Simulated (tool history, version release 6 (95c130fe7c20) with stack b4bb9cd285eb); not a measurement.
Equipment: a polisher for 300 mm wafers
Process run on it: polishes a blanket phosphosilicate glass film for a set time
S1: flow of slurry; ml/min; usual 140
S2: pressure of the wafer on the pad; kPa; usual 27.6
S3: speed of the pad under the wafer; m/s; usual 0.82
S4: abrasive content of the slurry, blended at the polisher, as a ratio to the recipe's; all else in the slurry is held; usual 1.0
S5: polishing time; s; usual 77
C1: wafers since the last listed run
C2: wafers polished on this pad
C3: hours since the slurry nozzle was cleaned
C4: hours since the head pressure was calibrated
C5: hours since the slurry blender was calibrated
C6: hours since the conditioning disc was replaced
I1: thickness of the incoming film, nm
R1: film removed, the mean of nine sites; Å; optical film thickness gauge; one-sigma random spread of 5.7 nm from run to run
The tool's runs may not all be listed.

run   hour   S1    S2    S3   S4   S5   C1   C2     C3      C4     C5     C6      I1    R1
  1    0.0  140  27.6  0.82  1.0   77    0   90  261.7  1164.1   99.5  437.2  3119.9  5274
  2   12.1  140  27.6  0.82  1.0   77   72  162  273.8  1176.2  111.6  449.3  3046.2  5373
  3   25.5  140  27.6  0.82  1.0   77   80  242  287.2  1189.6  125.0  462.7  3074.5  5304
  4   32.9  140  27.6  0.82  1.0   77   44  287  294.6  1197.0  132.4  470.1  3087.3  5273
      37.2  -- slurry blender recalibrated
  5   48.0  155  27.6  0.82  1.0   77   78  365  309.7  1212.1   10.8  485.2  3089.6  5336
  6   58.5  155  27.6  0.82  1.0   77   62  428  320.2  1222.6   21.3  495.7  3071.1  5269
  7   66.8  140  27.6  0.82  1.0   77   49  478  328.5  1230.9   29.6  504.0  3070.9  5297
  8   77.5  140  27.6  0.82  1.0   77   64  542  339.2  1241.6   40.3  514.7  3031.5  5198
      83.1  -- worn pad replaced by a new one
  9   91.5  140  25.5  0.82  1.1   77   59   50  353.2  1255.6   54.3  528.7  3051.9  4960
     111.6  -- head pressure recalibrated
 10  130.0  140  27.6  0.82  1.0   58  218  268  391.7    18.4   92.8  567.2  3086.9  3868
 11  141.9  110  27.6  0.82  1.0   98   71  340  403.6    30.3  104.7  579.1  3119.6  6247
     148.8  -- slurry nozzle cleaned
 12  150.8  140  19.3  0.82  1.0   77   47  387    2.0    39.2  113.6  588.0  3071.2  3684
     160.0  -- slurry blender recalibrated
 13  166.7  140  24.8  0.82  0.8  100   83  470   17.9    55.1    6.7  603.9  3032.4  5553

What does the tool deliver on the next run?
 14  174.0  140  27.6  0.56  1.0  51  43  514  25.2  62.4  14.0  611.2  3117.6   ?

R1: 2563 Å
Minus the tool's unlogged condition, the same run would have read R1 2985 Å.
